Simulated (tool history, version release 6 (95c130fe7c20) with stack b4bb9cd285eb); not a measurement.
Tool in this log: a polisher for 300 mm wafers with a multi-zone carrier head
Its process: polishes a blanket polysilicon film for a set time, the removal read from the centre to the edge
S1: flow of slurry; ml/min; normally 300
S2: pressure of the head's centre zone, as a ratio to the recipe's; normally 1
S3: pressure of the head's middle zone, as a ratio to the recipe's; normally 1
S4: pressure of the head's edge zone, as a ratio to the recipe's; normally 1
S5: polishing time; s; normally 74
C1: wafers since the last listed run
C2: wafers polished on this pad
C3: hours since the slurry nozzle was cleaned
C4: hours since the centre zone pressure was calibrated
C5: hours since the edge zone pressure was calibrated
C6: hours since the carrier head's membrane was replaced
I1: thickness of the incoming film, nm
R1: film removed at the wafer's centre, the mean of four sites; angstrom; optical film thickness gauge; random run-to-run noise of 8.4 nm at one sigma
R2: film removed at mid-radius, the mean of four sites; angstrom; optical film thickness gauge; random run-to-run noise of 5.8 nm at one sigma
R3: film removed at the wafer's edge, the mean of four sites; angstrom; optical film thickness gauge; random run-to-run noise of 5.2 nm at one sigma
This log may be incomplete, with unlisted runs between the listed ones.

| run | hour | S1 | S2 | S3 | S4 | S5 | C1 | C2 | C3 | C4 | C5 | C6 | I1 | R1 | R2 | R3 |
|---|---|---|---|---|---|---|---|---|---|---|---|---|---|---|---|---|
| 1 | 0 | 300 | 1 | 1 | 1 | 74 | 0 | 2338 | 297.4 | 8.6 | 449.2 | 234.6 | 2107.5 | 5786 | 5449 | 5577 |
| 2 | 47.2 | 300 | 1 | 1 | 1 | 74 | 347 | 2686 | 344.6 | 55.8 | 496.4 | 281.8 | 2071.2 | 5536 | 5566 | 5600 |
| 3 | 118 | 300 | 1 | 1 | 0.95 | 96 | 520 | 3206 | 415.4 | 126.6 | 567.2 | 352.6 | 2127.9 | 7364 | 7084 | 7000 |
|  | 121.9 | edge zone pressure recalibrated |
| 4 | 161.4 | 365 | 1 | 1.08 | 1.1 | 96 | 304 | 3511 | 458.8 | 170 | 39.5 | 396 | 2120.9 | 7576 | 7876 | 7847 |
| 5 | 227.2 | 300 | 1 | 1 | 1 | 74 | 483 | 3995 | 524.6 | 235.8 | 105.3 | 461.8 | 2072.6 | 5881 | 5549 | 5623 |
|  | 238.2 | worn pad replaced by a new one |
|  | 322.6 | carrier head's membrane replaced by a new one |
|  | 406 | slurry nozzle cleaned |
| 6 | 419.7 | 300 | 1 | 1 | 1 | 74 | 1342 | 1290 | 13.7 | 428.3 | 297.8 | 97.1 | 2095.4 | 6101 | 5621 | 5685 |
| 7 | 460.1 | 335 | 1.05 | 1 | 0.91 | 74 | 297 | 1587 | 54.1 | 468.7 | 338.2 | 137.5 | 2095.9 | 6655 | 5656 | 5413 |
|  | 488 | centre zone pressure recalibrated |
| 8 | 499.8 | 205 | 1 | 1.08 | 1 | 74 | 277 | 1864 | 93.8 | 11.8 | 377.9 | 177.2 | 2127.3 | 5644 | 5806 | 5545 |
| 9 | 539.4 | 300 | 1.05 | 1 | 1 | 74 | 291 | 2156 | 133.4 | 51.4 | 417.5 | 216.8 | 2089.3 | 6178 | 5544 | 5504 |
| 10 | 740.8 | 300 | 0.94 | 1.11 | 1.09 | 89 | 1481 | 3637 | 334.8 | 252.8 | 618.9 | 418.2 | 2126.7 | 6772 | 7427 | 6981 |
|  | 784 | edge zone pressure recalibrated |
|  | 788.5 | worn pad replaced by a new one |
| 11 | 798.8 | 300 | 1 | 1 | 1 | 74 | 382 | 75 | 392.8 | 310.8 | 14.8 | 476.2 | 2112.4 | 5875 | 5489 | 5593 |
| 12 | 856.5 | 300 | 1 | 1 | 1 | 74 | 424 | 500 | 450.5 | 368.5 | 72.5 | 533.9 | 2133.6 | 6038 | 5430 | 5574 |
|  | 908 | carrier head's membrane replaced by a new one |
| 13 | 918 | 300 | 1 | 1 | 1 | 74 | 415 | 915 | 512 | 430 | 134 | 10 | 2114.3 | 6093 | 5580 | 5652 |
| 14 | 972.5 | 300 | 1 | 1 | 1 | 81 | 400 | 1316 | 566.5 | 484.5 | 188.5 | 64.5 | 2092.9 | 7011 | 6152 | 6247 |
|  | 1008.8 | centre zone pressure recalibrated |
| 15 | 1017.1 | 300 | 1 | 1.08 | 1.08 | 74 | 313 | 1630 | 611.1 | 8.3 | 233.1 | 109.1 | 2083.8 | 5705 | 5895 | 5864 |
| 16 | 1045.1 | 225 | 1 | 1 | 0.89 | 51 | 205 | 1835 | 639.1 | 36.3 | 261.1 | 137.1 | 2078.7 | 3834 | 3788 | 3660 |
| 17 | 1108.6 | 300 | 1 | 1 | 1 | 74 | 467 | 2302 | 702.6 | 99.8 | 324.6 | 200.6 | 2067.6 | 5673 | 5511 | 5616 |
|  | 1131.7 | slurry nozzle cleaned |
| 18 | 1154.8 | 400 | 1.07 | 1 | 0.88 | 74 | 332 | 2635 | 23.1 | 146 | 370.8 | 246.8 | 2087.6 | 6317 | 5603 | 5389 |
| 19 | 1224.1 | 300 | 1 | 1 | 1.03 | 86 | 509 | 3145 | 92.4 | 215.3 | 440.1 | 316.1 | 2114.2 | 6648 | 6510 | 6571 |
|  | 1247.9 | worn pad replaced by a new one |
| 20 | 1275.8 | 300 | 1 | 0.88 | 1.12 | 74 | 350 | 204 | 144.1 | 267 | 491.8 | 367.8 | 2107.7 | 5885 | 4933 | 5924 |
| 21 | 1314.9 | 300 | 1 | 1 | 1 | 74 | 287 | 492 | 183.2 | 306.1 | 530.9 | 406.9 | 2130.3 | 5844 | 5632 | 5563 |
| 22 | 1362 | 300 | 1.12 | 1.04 | 1 | 74 | 346 | 838 | 230.3 | 353.2 | 578 | 454 | 2121.3 | 6716 | 5790 | 5560 |
|  | 1442.3 | edge zone pressure recalibrated |
|  | 1456.6 | carrier head's membrane replaced by a new one |
| 23 | 1491 | 300 | 0.92 | 1 | 1 | 74 | 897 | 1736 | 359.3 | 482.2 | 48.7 | 34.4 | 2109.6 | 5744 | 5493 | 5717 |

Same runs, no hidden state in the tool, same run-to-run variation:
Hidden conditions of the tool in this case: removal rate lost through wear of the pad, %; slurry flow missing at the pad, %; deviation of the centre zone's pressure from its setpoint, %; deviation of the edge zone's pressure from its setpoint, %.
| run | R1 |
|---|---|
| 1 | 5811 |
| 2 | 5553 |
| 3 | 7351 |
| 4 | 7526 |
| 5 | 5784 |
| 6 | 5728 |
| 7 | 6170 |
| 8 | 5597 |
| 9 | 6121 |
| 10 | 6558 |
| 11 | 5623 |
| 12 | 5698 |
| 13 | 5650 |
| 14 | 6390 |
| 15 | 5729 |
| 16 | 3848 |
| 17 | 5675 |
| 18 | 6293 |
| 19 | 6561 |
| 20 | 5754 |
| 21 | 5666 |
| 22 | 6442 |
| 23 | 5297 |
For R2, the value without the hidden state is never more than 3 angstrom from the measured value.
For R3, the value without the hidden state matches the measurement in each run.
